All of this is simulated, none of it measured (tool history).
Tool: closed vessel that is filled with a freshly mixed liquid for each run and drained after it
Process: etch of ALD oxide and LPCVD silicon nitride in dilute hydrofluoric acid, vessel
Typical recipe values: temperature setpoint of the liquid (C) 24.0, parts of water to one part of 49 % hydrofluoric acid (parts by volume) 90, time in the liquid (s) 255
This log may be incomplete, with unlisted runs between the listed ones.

run	hour	temperature setpoint of the liquid (C)	parts of water to one part of 49 % hydrofluoric acid (parts by volume)	time in the liquid (s)	wafers since the last listed run	hours since the thermometer was replaced	hours since the hydrofluoric acid flow meter was replaced	hours since the gauge calibration	read-back film thickness of the ALD oxide reference wafer, read on the same gauge (nm)	read-back film thickness of the LPCVD silicon nitride reference wafer, read on the same gauge (nm)	thickness taken off the ALD oxide on a monitor wafer (Å)	thickness taken off the LPCVD silicon nitride on a monitor wafer (Å)
1	0.0	24.0	90	185	0	1198.8	1584.8	398.1	59.99	40.021	253.9	10.67
2	14.4	24.0	90	185	1413	1213.2	1599.2	412.5	60.04	39.992	249.0	10.69
3	32.1	24.0	90	255	1737	1230.9	1616.9	430.2	60.04	39.992	349.3	15.34
4	43.1	28.0	70	330	1079	1241.9	1627.9	441.2	60.03	39.975	698.2	33.48
5	53.5	24.0	90	255	1020	1252.3	1638.3	451.6	60.03	40.055	348.7	15.31
6	65.7	24.0	90	255	1197	1264.5	1650.5	463.8	59.96	39.981	351.7	15.87
# hour 67.4: gauge calibrated
7	80.8	24.0	90	255	1482	1279.6	1665.6	13.4	60.03	40.008	350.5	15.15
8	96.9	22.5	45	215	1580	1295.7	1681.7	29.5	60.00	39.972	579.3	22.89
# hour 128.1: hydrofluoric acid flow meter replaced
9	143.7	24.0	90	150	4495	1342.5	15.6	76.3	59.98	39.963	183.9	8.08
10	161.6	24.0	135	150	1757	1360.4	33.5	94.2	60.00	40.040	117.5	5.42
11	179.3	24.0	130	315	1737	1378.1	51.2	111.9	60.02	40.024	255.1	12.05
12	188.8	24.0	50	255	932	1387.6	60.7	121.4	60.00	39.980	595.3	23.98
13	205.2	19.5	45	305	1609	1404.0	77.1	137.8	60.01	39.943	658.3	24.26
14	218.7	28.5	50	255	1325	1417.5	90.6	151.3	59.98	39.996	716.6	32.87
15	226.0	26.0	65	150	716	1424.8	97.9	158.6	60.01	39.975	289.6	12.65
16	235.0	24.0	90	255	883	1433.8	106.9	167.6	59.99	40.006	315.9	13.80
# hour 263.5: thermometer replaced
17	286.6	24.0	90	255	4966	23.1	158.5	219.2	60.01	39.977	317.9	13.99
18	303.1	28.5	90	255	1619	39.6	175.0	235.7	60.00	40.039	379.6	18.74
19	318.5	26.5	120	325	1511	55.0	190.4	251.1	60.01	39.999	322.2	15.36
20	332.1	27.0	90	125	1334	68.6	204.0	264.7	59.99	39.969	176.1	8.24
21	347.0	20.5	90	255	1462	83.5	218.9	279.6	60.04	40.006	275.4	10.92
22	354.1	24.0	125	255	696	90.6	226.0	286.7	60.01	39.999	220.6	9.66
23	370.4	19.0	90	215	1599	106.9	242.3	303.0	60.00	40.014	217.0	8.42
24	387.9	19.5	110	255	1717	124.4	259.8	320.5	60.01	40.008	211.8	8.56
25	396.8	24.0	90	255	873	133.3	268.7	329.4	59.97	39.998	317.1	14.21
26	407.6	24.0	60	385	1060	144.1	279.5	340.2	60.00	39.970	745.4	31.46

Predict each of these 4 candidate next runs independently; none follows another, all start after run 26:
A	408.3	24.0	90	165	68	144.8	280.2	340.9	?	?	?	?
B	408.3	21.0	90	255	68	144.8	280.2	340.9	?	?	?	?
C	408.3	24.0	110	295	68	144.8	280.2	340.9	?	?	?	?
D	408.3	28.5	75	155	68	144.8	280.2	340.9	?	?	?	?

run	read-back film thickness of the ALD oxide reference wafer, read on the same gauge (nm)	read-back film thickness of the LPCVD silicon nitride reference wafer, read on the same gauge (nm)	thickness taken off the ALD oxide on a monitor wafer (Å)	thickness taken off the LPCVD silicon nitride on a monitor wafer (Å)
A	60.03	39.985	205.8	9.04
B	60.03	39.985	281.6	11.42
C	60.03	39.985	293.9	13.26
D	60.03	39.985	282.5	13.65
Without the tool's hidden state the same runs would have given:
run	thickness taken off the ALD oxide on a monitor wafer (Å)	thickness taken off the LPCVD silicon nitride on a monitor wafer (Å)
A	199.2	8.78
B	272.6	11.10
C	284.3	12.88
D	273.4	13.26

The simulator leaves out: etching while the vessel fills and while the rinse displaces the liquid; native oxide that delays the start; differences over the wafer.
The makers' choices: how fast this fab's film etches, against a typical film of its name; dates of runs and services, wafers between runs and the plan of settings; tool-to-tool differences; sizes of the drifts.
